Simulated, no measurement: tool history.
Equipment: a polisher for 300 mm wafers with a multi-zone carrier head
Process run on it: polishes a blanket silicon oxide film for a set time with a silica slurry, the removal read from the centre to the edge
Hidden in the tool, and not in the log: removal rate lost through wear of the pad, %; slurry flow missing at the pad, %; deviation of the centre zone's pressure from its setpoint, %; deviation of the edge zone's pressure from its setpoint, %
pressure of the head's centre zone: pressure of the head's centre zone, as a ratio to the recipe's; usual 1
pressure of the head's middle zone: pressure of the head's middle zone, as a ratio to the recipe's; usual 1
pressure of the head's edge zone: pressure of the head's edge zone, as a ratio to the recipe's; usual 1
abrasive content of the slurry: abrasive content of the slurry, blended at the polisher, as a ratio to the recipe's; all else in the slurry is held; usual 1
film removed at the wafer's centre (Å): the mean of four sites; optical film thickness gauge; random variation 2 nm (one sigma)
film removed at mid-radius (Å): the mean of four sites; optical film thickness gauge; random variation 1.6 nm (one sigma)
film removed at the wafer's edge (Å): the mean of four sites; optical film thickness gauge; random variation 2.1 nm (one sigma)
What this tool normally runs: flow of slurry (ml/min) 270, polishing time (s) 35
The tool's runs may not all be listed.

run    hour  flow of slurry (ml/min)  pressure of the head's centre zone  pressure of the head's middle zone  pressure of the head's edge zone  abrasive content of the slurry  polishing time (s)  wafers since the last listed run  wafers polished on this pad  hours since the slurry nozzle was cleaned  hours since the centre zone pressure was calibrated  hours since the edge zone pressure was calibrated  hours since the carrier head's membrane was replaced  incoming thickness of the incoming film, nm  film removed at the wafer's centre (Å)  film removed at mid-radius (Å)  film removed at the wafer's edge (Å)
  1       0                      335                                   1                                   1                                 1                               1                  45                                 0                         1207                                        497                                                337.6                                              450.4                                                   798                                       1879.6                                    1844                            1856                                  1895
  2    88.8                      270                                   1                                   1                                 1                               1                  35                              1519                         2726                                      585.8                                                426.4                                              539.2                                                 886.8                                       1817.4                                    1355                            1421                                  1449
  3   180.3                      270                                   1                                1.04                              0.89                               1                  25                              1565                         4292                                      677.3                                                517.9                                              630.7                                                 978.3                                       1857.7                                     961                            1028                                   977
  4   280.5                      270                                   1                                0.92                                 1                               1                  35                              1714                         6006                                      777.5                                                618.1                                              730.9                                                1078.5                                         1885                                    1302                            1321                                  1440
      329.8  -- slurry nozzle cleaned
  5   367.6                      270                                   1                                   1                                 1                               1                  35                              1473                         7480                                       37.8                                                705.2                                                818                                                1165.6                                       1902.3                                    1289                            1406                                  1444
      380.8  -- centre zone pressure recalibrated
  6   491.6                      270                                   1                                   1                                 1                               1                  35                              2087                         9567                                      161.8                                                110.8                                                942                                                1289.6                                         1830                                    1479                            1424                                  1444
        549  -- carrier head's membrane replaced by a new one
  7   581.4                      270                                   1                                   1                                 1                               1                  35                              1450                        11018                                      251.6                                                200.6                                             1031.8                                                  32.4                                       1844.4                                    1431                            1393                                  1434
      635.8  -- worn pad replaced by a new one
  8   646.8                      270                                0.92                                   1                                 1                               1                  35                              1050                          188                                        317                                                  266                                             1097.2                                                  97.8                                         1874                                    1311                            1383                                  1448
  9     701                      300                                   1                                1.07                              0.88                               1                  31                               927                         1115                                      371.2                                                320.2                                             1151.4                                                   152                                       1884.1                                    1291                            1310                                  1207
 10   745.9                      270                                   1                                   1                                 1                               1                  35                               768                         1884                                      416.1                                                365.1                                             1196.3                                                 196.9                                       1865.5                                    1391                            1404                                  1430
      795.1  -- edge zone pressure recalibrated
 11   836.2                      270                                1.11                                   1                              0.89                             1.1                  35                              1510                         3394                                      506.4                                                455.4                                               41.1                                                 287.2                                       1890.4                                    1620                            1472                                  1466
 12   891.3                      270                                   1                                0.93                              0.89                               1                  35                               942                         4337                                      561.5                                                510.5                                               96.2                                                 342.3                                       1863.2                                    1362                            1330                                  1352
 13   958.5                      270                                0.95                                1.09                                 1                               1                  35                              1149                         5487                                      628.7                                                577.7                                              163.4                                                 409.5                                       1865.9                                    1292                            1537                                  1499
 14  1053.2                      270                                   1                                   1                                 1                               1                  35                              1620                         7107                                      723.4                                                672.4                                              258.1                                                 504.2                                       1860.3                                    1366                            1377                                  1439
 15  1146.5                      270                                   1                                   1                              0.94                               1                  35                              1596                         8704                                      816.7                                                765.7                                              351.4                                                 597.5                                       1847.5                                    1286                            1425                                  1442
     1167.4  -- slurry nozzle cleaned
 16  1182.9                      270                                1.04                                0.97                                 1                               1                  35                               605                         9309                                       15.5                                                802.1                                              387.8                                                 633.9                                       1826.7                                    1298                            1363                                  1444
     1260.5  -- centre zone pressure recalibrated
 17  1285.9                      270                                 0.9                                1.04                                 1                               1                  35                              1728                        11038                                      118.5                                                 25.4                                              490.8                                                 736.9                                       1849.5                                    1317                            1441                                  1471
     1351.4  -- worn pad replaced by a new one
 18  1371.6                      270                                0.89                                   1                                 1                             0.9                  35                              1397                          345                                      204.2                                                111.1                                              576.5                                                 822.6                                       1865.4                                    1223                            1333                                  1354
 19  1434.7                      220                                   1                                   1                              1.11                             0.9                  43                              1079                         1425                                      267.3                                                174.2                                              639.6                                                 885.7                                       1874.8                                    1592                            1618                                  1756
 20  1541.6                      270                                   1                                   1                                 1                               1                  35                              1829                         3254                                      374.2                                                281.1                                              746.5                                                 992.6                                         1887                                    1419                            1398                                  1437
 21  1610.7                      205                                   1                                   1                                 1                               1                  35                              1182                         4437                                      443.3                                                350.2                                              815.6                                                1061.7                                       1877.8                                    1315                            1325                                  1385

Run by run, hidden condition taken away, random variation retained:
run  film removed at the wafer's centre (Å)
  1                                    1919
  2                                    1430
  3                                    1032
  4                                    1430
  5                                    1451
  6                                    1480
  7                                    1439
  8                                    1327
  9                                    1314
 10                                    1425
 11                                    1683
 12                                    1430
 13                                    1377
 14                                    1491
 15                                    1444
 16                                    1474
 17                                    1338
 18                                    1246
 19                                    1626
 20                                    1463
 21                                    1367
film removed at mid-radius (Å): at most 1 away from the measurement, every run.
film removed at the wafer's edge (Å): as measured in every run.
